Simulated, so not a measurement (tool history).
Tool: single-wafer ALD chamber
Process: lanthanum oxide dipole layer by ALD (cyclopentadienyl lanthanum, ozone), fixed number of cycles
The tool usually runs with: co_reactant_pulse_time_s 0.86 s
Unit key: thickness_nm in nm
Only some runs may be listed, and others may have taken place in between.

run    hour  co_reactant_pulse_time_s  read-back reference wafer on the same gauge, thickness_nm  thickness_nm
  1       0                      0.86                                                      0.419         0.437
       50.8  -- ozone generator serviced
  2   100.5                      0.86                                                      0.419         0.451
  3   171.4                      0.86                                                      0.419         0.448
  4   254.5                      0.96                                                      0.419          0.46
  5   308.7                      0.96                                                      0.419         0.456
  6   404.6                      0.86                                                      0.419         0.444
  7   506.1                      0.86                                                      0.419         0.444
  8   557.2                      0.86                                                      0.419          0.44
      598.3  -- showerhead replaced
      622.2  -- thermocouple changed; heater temperature recalibrated
  9     642                      0.86                                                      0.419          0.44
 10     714                      0.86                                                      0.419         0.437
 11   771.5                      1.05                                                      0.419         0.462
 12   846.5                      0.69                                                      0.419         0.414
 13   904.9                      0.96                                                      0.419          0.45
 14   968.1                      0.86                                                      0.419         0.438
        988  -- gauge calibrated
     1058.2  -- ozone generator serviced
 15  1172.4                      1.04                                                      0.419         0.467
 16  1239.2                      0.86                                                      0.419         0.447
 17  1293.7                      0.65                                                      0.419         0.408
 18  1363.1                      0.62                                                      0.419         0.402
 19  1431.9                      0.76                                                      0.419         0.424
 20  1468.9                      0.86                                                      0.419         0.438
 21  1550.8                      0.61                                                      0.419         0.395

3 ways to go on from here, each from the tool as it stands after run 21. What would each give?
  A  1551.2                      0.86                                                          ?             ?
  B  1551.2                      0.57                                                          ?             ?
  C  1551.2                      1.19                                                          ?             ?

run  read-back reference wafer on the same gauge, thickness_nm  thickness_nm
  A                                                      0.419         0.437
  B                                                      0.419         0.387
  C                                                      0.419         0.476
Stripped of hidden state, with their random variation kept, the same runs would have yielded:
run  thickness_nm
  A         0.452
  B         0.404
  C         0.488
